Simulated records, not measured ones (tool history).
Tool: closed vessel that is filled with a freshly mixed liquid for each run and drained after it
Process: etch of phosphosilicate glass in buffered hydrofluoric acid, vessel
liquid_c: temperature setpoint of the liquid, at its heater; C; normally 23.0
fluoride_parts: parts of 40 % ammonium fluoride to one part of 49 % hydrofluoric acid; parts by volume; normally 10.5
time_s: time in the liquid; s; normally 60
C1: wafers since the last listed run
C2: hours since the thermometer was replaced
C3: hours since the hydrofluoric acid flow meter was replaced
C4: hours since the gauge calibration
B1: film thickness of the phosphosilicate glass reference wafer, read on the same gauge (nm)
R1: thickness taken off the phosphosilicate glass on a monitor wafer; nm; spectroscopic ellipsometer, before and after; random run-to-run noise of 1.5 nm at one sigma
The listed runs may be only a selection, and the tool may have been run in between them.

Run 1, hour 0.0: usual settings; C1 0; C2 2394.1; C3 995.3; C4 126.2; B1 100.01. Result: R1 365.71 nm.
Run 2, hour 10.4: usual settings; C1 1477; C2 2404.5; C3 1005.7; C4 136.6; B1 99.98. Result: R1 363.12 nm.
Run 3, hour 24.8: usual settings; C1 2045; C2 2418.9; C3 1020.1; C4 151.0; B1 99.99. Result: R1 363.65 nm.
Run 4, hour 34.6: usual settings; C1 1391; C2 2428.7; C3 1029.9; C4 160.8; B1 99.94. Result: R1 360.98 nm.
Run 5, hour 49.1: usual settings; C1 2059; C2 2443.2; C3 1044.4; C4 175.3; B1 100.03. Result: R1 365.96 nm.
Run 6, hour 71.2: usual settings; C1 3138; C2 2465.3; C3 1066.5; C4 197.4; B1 100.00. Result: R1 366.41 nm.
Run 7, hour 88.6: usual settings; C1 2471; C2 2482.7; C3 1083.9; C4 214.8; B1 99.95. Result: R1 365.65 nm.
Run 8, hour 97.5: usual settings; C1 1264; C2 2491.6; C3 1092.8; C4 223.7; B1 99.99. Result: R1 364.49 nm.
Run 9, hour 115.1: usual settings; C1 2499; C2 2509.2; C3 1110.4; C4 241.3; B1 99.97. Result: R1 363.52 nm.
Run 10, hour 128.1: usual settings; C1 1846; C2 2522.2; C3 1123.4; C4 254.3; B1 99.96. Result: R1 367.84 nm.
Run 11, hour 140.0: usual settings; C1 1690; C2 2534.1; C3 1135.3; C4 266.2; B1 100.03. Result: R1 368.38 nm.
Run 12, hour 156.9: usual settings but fluoride_parts 7.5 parts by volume; C1 2400; C2 2551.0; C3 1152.2; C4 283.1; B1 100.01. Result: R1 515.48 nm.
Run 13, hour 167.9: usual settings but fluoride_parts 13.5 parts by volume, time_s 90 s; C1 1562; C2 2562.0; C3 1163.2; C4 294.1; B1 99.93. Result: R1 439.63 nm.
At hour 176.4: hydrofluoric acid flow meter replaced.
Run 14, hour 181.8: usual settings but fluoride_parts 13.5 parts by volume, time_s 80 s; C1 1832; C2 2575.9; C3 5.4; C4 308.0; B1 100.04. Result: R1 359.00 nm.
Run 15, hour 195.6: usual settings; C1 1960; C2 2589.7; C3 19.2; C4 321.8; B1 99.98. Result: R1 345.41 nm.
Run 16, hour 210.4: usual settings but liquid_c 18.5 C; C1 2102; C2 2604.5; C3 34.0; C4 336.6; B1 100.02. Result: R1 270.58 nm.
Run 17, hour 227.7: usual settings but liquid_c 21.5 C, fluoride_parts 13.0 parts by volume; C1 2457; C2 2621.8; C3 51.3; C4 353.9; B1 99.98. Result: R1 258.79 nm.
Run 18, hour 245.0: usual settings; C1 2457; C2 2639.1; C3 68.6; C4 371.2; B1 100.02. Result: R1 347.89 nm.
At hour 252.9: thermometer replaced.
At hour 254.8: gauge calibrated.
Run 19, hour 261.9: usual settings but liquid_c 18.5 C, time_s 75 s; C1 2258; C2 9.0; C3 85.5; C4 7.1; B1 99.99. Result: R1 336.09 nm.
Run 20, hour 276.8: usual settings; C1 2116; C2 23.9; C3 100.4; C4 22.0; B1 100.00. Result: R1 348.91 nm.
Run 21, hour 290.2: usual settings; C1 1903; C2 37.3; C3 113.8; C4 35.4; B1 99.95. Result: R1 347.92 nm.
Run 22, hour 301.9: usual settings but liquid_c 27.0 C, fluoride_parts 14.0 parts by volume; C1 1661; C2 49.0; C3 125.5; C4 47.1; B1 99.95. Result: R1 326.97 nm.
Run 23, hour 323.1: usual settings but liquid_c 20.5 C, fluoride_parts 8.0 parts by volume; C1 3011; C2 70.2; C3 146.7; C4 68.3; B1 99.96. Result: R1 386.37 nm.
Run 24, hour 335.7: usual settings; C1 1789; C2 82.8; C3 159.3; C4 80.9; B1 100.03. Result: R1 348.35 nm.

Consider 4 possible next runs. They are alternatives, not a sequence: every one starts from the tool as it was left by run 24. What does each give?
Run A, hour 336.4: usual settings; C1 99; C2 83.5; C3 160.0; C4 81.6; B1 ?. Result: R1 ?.
Run B, hour 336.4: usual settings but time_s 80 s; C1 99; C2 83.5; C3 160.0; C4 81.6; B1 ?. Result: R1 ?.
Run C, hour 336.4: usual settings but liquid_c 27.0 C, fluoride_parts 11.5 parts by volume, time_s 45 s; C1 99; C2 83.5; C3 160.0; C4 81.6; B1 ?. Result: R1 ?.
Run D, hour 336.4: usual settings but liquid_c 26.0 C, fluoride_parts 6.5 parts by volume, time_s 80 s; C1 99; C2 83.5; C3 160.0; C4 81.6; B1 ?. Result: R1 ?.

run      B1      R1
  A  100.07  349.22
  B  100.07  465.63
  C  100.07  297.72
  D  100.07  856.23
The same runs, with their run-to-run variation unchanged, on a tool lacking any hidden condition would have given:
run      R1
  A  337.56
  B  450.08
  C  287.77
  D  830.74

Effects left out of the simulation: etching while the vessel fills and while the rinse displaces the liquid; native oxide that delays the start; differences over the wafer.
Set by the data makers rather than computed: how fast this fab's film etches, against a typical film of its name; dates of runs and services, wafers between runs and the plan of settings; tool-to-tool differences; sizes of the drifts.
